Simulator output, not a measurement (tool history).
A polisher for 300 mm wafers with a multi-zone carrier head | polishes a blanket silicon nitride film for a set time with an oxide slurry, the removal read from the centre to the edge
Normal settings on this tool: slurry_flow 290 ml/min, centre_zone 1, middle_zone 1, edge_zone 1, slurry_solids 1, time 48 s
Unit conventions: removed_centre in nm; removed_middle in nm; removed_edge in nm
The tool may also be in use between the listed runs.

run,hour,slurry_flow,centre_zone,middle_zone,edge_zone,slurry_solids,time,"incoming thickness of the incoming film, nm",removed_centre,removed_middle,removed_edge
1,0,290,1,1,1,1,48,243.8,29.4,29.3,29.8
2,13.1,290,1,1,1,1,48,241.8,29.8,29.4,29.5
# hour 20.4: worn pad replaced by a new one
3,20.8,290,0.96,0.91,1.09,1.15,48,242.9,31.8,30.7,34.4
4,32.6,290,0.89,1.11,1,1,48,238.3,27.3,32.1,30.2
5,41.4,290,1,1,1,1,48,243.9,30.1,29.7,30.4
# hour 47.7: centre zone pressure recalibrated
6,51,290,1,1,1,1,48,239.8,30.2,29.8,30.4
7,58.7,290,1,1.06,0.93,1,48,236,30.3,30,29.5
8,67.4,290,1.1,1,1.07,1,36,244.4,24.8,22.6,23.3
# hour 76.4: slurry nozzle cleaned
# hour 77.5: carrier head's membrane replaced by a new one
9,112.3,290,1,1,1,1.2,48,238.5,32.1,31.6,32.5
# hour 127.1: worn pad replaced by a new one
10,127.6,225,1.11,1.09,0.94,1,48,240,33.7,31.4,29.8
11,141.5,290,1,1,1,1,48,238.1,30.7,30.6,30.2
12,156.9,355,1,1,1.04,0.9,48,242.3,29.1,29.1,29.6
13,163.7,290,1,1,1,1,48,237.7,30.2,30.3,29.8
14,209.7,260,1,1,1.11,0.9,48,240.1,28,27.7,29.6
15,223.4,200,1,1,1,0.85,48,239.2,26.2,25.6,27.2
16,240.8,315,1,1,0.93,1.3,48,238,33.1,33.9,31.9
17,248.7,290,1,1,1,0.85,48,241.4,27.8,27.6,27.3
# hour 256.1: worn pad replaced by a new one
18,263.7,290,1.1,1,1.05,1,48,238.3,33.9,30.6,31.7
19,276.9,290,0.94,1,1.11,1,48,238.8,28.6,30.2,32.1
20,284.5,255,1.05,1,0.94,1,65,243.3,43.1,40.2,40.3
21,296.7,290,1,1,1,1,48,241.6,30,30.2,30.2

Predict each of these 5 candidate next runs independently; none follows another, all start after run 21:
A,297.1,290,1,1,1,1,53,239,?,?,?
B,297.1,290,1.08,1,0.89,1,48,239,?,?,?
C,297.1,290,1.04,1,1,0.8,64,239,?,?,?
D,297.1,290,1,1.08,1,0.8,37,239,?,?,?
E,297.1,290,1,1.11,1,1,33,239,?,?,?

run,removed_centre,removed_middle,removed_edge
A,33,33.2,33.6
B,32.3,30.1,28.9
C,37.3,36.1,36.5
D,20.7,21.7,21.1
E,20.6,21.9,20.9
With no hidden state in the tool, these same runs would have given:
run,removed_centre,removed_middle,removed_edge
A,34.1,34.3,34.7
B,33.4,31.1,29.9
C,38.6,37.3,37.7
D,21.4,22.5,21.8
E,21.3,22.6,21.6
